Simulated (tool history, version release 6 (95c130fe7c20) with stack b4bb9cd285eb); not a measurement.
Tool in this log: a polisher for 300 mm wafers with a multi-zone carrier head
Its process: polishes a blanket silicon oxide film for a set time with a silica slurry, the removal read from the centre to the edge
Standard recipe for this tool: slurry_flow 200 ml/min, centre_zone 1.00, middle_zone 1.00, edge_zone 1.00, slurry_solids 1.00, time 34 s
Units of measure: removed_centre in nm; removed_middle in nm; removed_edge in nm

| run | hour | slurry_flow | centre_zone | middle_zone | edge_zone | slurry_solids | time | wafers since the last listed run | wafers polished on this pad | hours since the slurry nozzle was cleaned | hours since the centre zone pressure was calibrated | hours since the edge zone pressure was calibrated | hours since the carrier head's membrane was replaced | incoming thickness of the incoming film, nm | removed_centre | removed_middle | removed_edge |
|---|---|---|---|---|---|---|---|---|---|---|---|---|---|---|---|---|---|
| 1 | 0.0 | 200 | 1.00 | 1.04 | 1.00 | 1.00 | 34 | 0 | 649 | 101.1 | 755.4 | 533.0 | 903.5 | 1026.7 | 114.3 | 121.5 | 119.0 |
| 2 | 14.8 | 200 | 1.00 | 1.04 | 1.00 | 1.00 | 34 | 121 | 770 | 115.9 | 770.2 | 547.8 | 918.3 | 1031.9 | 114.5 | 119.4 | 116.2 |
| 3 | 49.1 | 200 | 1.00 | 1.00 | 1.00 | 1.00 | 34 | 280 | 1050 | 150.2 | 804.5 | 582.1 | 952.6 | 1025.4 | 114.0 | 117.4 | 114.0 |
| 4 | 81.3 | 200 | 1.07 | 0.92 | 0.90 | 1.25 | 34 | 263 | 1314 | 182.4 | 836.7 | 614.3 | 984.8 | 1020.0 | 130.0 | 116.3 | 117.5 |
|  | 102.5 | edge zone pressure recalibrated |
|  | 112.9 | worn pad replaced by a new one |
| 5 | 180.4 | 200 | 1.00 | 1.00 | 1.00 | 1.00 | 34 | 761 | 551 | 281.5 | 935.8 | 77.9 | 1083.9 | 1029.6 | 113.4 | 116.9 | 115.5 |
| 6 | 195.2 | 200 | 1.00 | 1.00 | 1.00 | 1.00 | 34 | 121 | 672 | 296.3 | 950.6 | 92.7 | 1098.7 | 1046.4 | 111.5 | 116.7 | 115.3 |
| 7 | 213.6 | 200 | 1.00 | 1.00 | 1.00 | 1.20 | 38 | 150 | 823 | 314.7 | 969.0 | 111.1 | 1117.1 | 1031.7 | 135.1 | 139.2 | 139.4 |
|  | 228.5 | slurry nozzle cleaned |
| 8 | 253.7 | 200 | 1.00 | 1.00 | 1.00 | 1.00 | 39 | 319 | 1143 | 25.2 | 1009.1 | 151.2 | 1157.2 | 1042.3 | 131.4 | 135.4 | 137.0 |
|  | 260.2 | carrier head's membrane replaced by a new one |
| 9 | 280.1 | 200 | 1.00 | 1.00 | 1.00 | 1.15 | 37 | 175 | 1318 | 51.6 | 1035.5 | 177.6 | 19.9 | 1036.5 | 131.7 | 134.8 | 131.8 |
|  | 305.3 | centre zone pressure recalibrated |
| 10 | 307.1 | 200 | 1.00 | 1.00 | 1.00 | 1.00 | 34 | 204 | 1522 | 78.6 | 1.8 | 204.6 | 46.9 | 1031.4 | 111.1 | 116.8 | 113.9 |
|  | 320.2 | worn pad replaced by a new one |
| 11 | 341.6 | 135 | 1.00 | 1.00 | 0.92 | 1.00 | 34 | 249 | 174 | 113.1 | 36.3 | 239.1 | 81.4 | 1021.7 | 103.3 | 110.1 | 106.5 |
| 12 | 354.3 | 135 | 0.90 | 1.00 | 1.08 | 1.15 | 34 | 103 | 278 | 125.8 | 49.0 | 251.8 | 94.1 | 1015.5 | 99.6 | 115.7 | 119.9 |
| 13 | 366.6 | 200 | 1.00 | 0.97 | 1.09 | 1.00 | 41 | 100 | 379 | 138.1 | 61.3 | 264.1 | 106.4 | 1041.6 | 136.3 | 139.7 | 147.8 |
| 14 | 395.3 | 200 | 1.00 | 1.00 | 1.00 | 1.00 | 34 | 234 | 614 | 166.8 | 90.0 | 292.8 | 135.1 | 1033.1 | 111.9 | 118.2 | 116.6 |
| 15 | 425.0 | 250 | 0.94 | 1.00 | 1.00 | 1.20 | 45 | 242 | 856 | 196.5 | 119.7 | 322.5 | 164.8 | 1032.7 | 154.0 | 164.8 | 167.2 |
| 16 | 450.1 | 200 | 1.08 | 1.00 | 1.00 | 1.00 | 39 | 205 | 1062 | 221.6 | 144.8 | 347.6 | 189.9 | 1029.8 | 137.6 | 131.7 | 126.7 |
| 17 | 476.5 | 130 | 0.91 | 1.00 | 1.00 | 1.00 | 34 | 215 | 1278 | 248.0 | 171.2 | 374.0 | 216.3 | 1043.2 | 83.3 | 95.7 | 102.3 |
| 18 | 490.0 | 200 | 1.00 | 1.00 | 1.00 | 1.00 | 34 | 110 | 1388 | 261.5 | 184.7 | 387.5 | 229.8 | 1030.4 | 105.8 | 111.6 | 109.1 |
|  | 514.0 | worn pad replaced by a new one |
| 19 | 516.6 | 245 | 1.00 | 1.00 | 1.00 | 1.00 | 42 | 184 | 21 | 288.1 | 211.3 | 414.1 | 256.4 | 1018.2 | 146.8 | 154.0 | 151.2 |
| 20 | 548.8 | 240 | 1.00 | 1.00 | 1.00 | 1.00 | 28 | 263 | 284 | 320.3 | 243.5 | 446.3 | 288.6 | 1029.3 | 96.6 | 100.6 | 99.9 |
| 21 | 568.7 | 200 | 1.00 | 1.00 | 1.00 | 1.00 | 34 | 162 | 447 | 340.2 | 263.4 | 466.2 | 308.5 | 1029.2 | 108.8 | 115.4 | 114.6 |

Consider 4 possible next runs. They are alternatives, not a sequence: every one starts from the tool as it was left by run 21. What does each give?
| A | 569.1 | 200 | 1.11 | 1.00 | 1.00 | 1.00 | 34 | 3 | 450 | 340.6 | 263.8 | 466.6 | 308.9 | 1018.8 | ? | ? | ? |
| B | 569.1 | 230 | 1.00 | 1.00 | 1.00 | 1.00 | 34 | 3 | 450 | 340.6 | 263.8 | 466.6 | 308.9 | 1018.8 | ? | ? | ? |
| C | 569.1 | 200 | 1.00 | 1.00 | 1.00 | 0.75 | 34 | 3 | 450 | 340.6 | 263.8 | 466.6 | 308.9 | 1018.8 | ? | ? | ? |
| D | 569.1 | 200 | 1.00 | 0.90 | 1.00 | 1.00 | 25 | 3 | 450 | 340.6 | 263.8 | 466.6 | 308.9 | 1018.8 | ? | ? | ? |

| run | removed_centre | removed_middle | removed_edge |
|---|---|---|---|
| A | 123.3 | 111.1 | 117.0 |
| B | 115.1 | 114.8 | 119.7 |
| C | 96.0 | 96.1 | 101.2 |
| D | 81.6 | 76.2 | 86.1 |
Without the tool's unlogged condition, the same runs would have read:
| run | removed_centre | removed_middle | removed_edge |
|---|---|---|---|
| A | 138.6 | 123.5 | 127.0 |
| B | 127.7 | 126.1 | 129.0 |
| C | 107.9 | 106.8 | 109.8 |
| D | 91.7 | 84.7 | 93.5 |
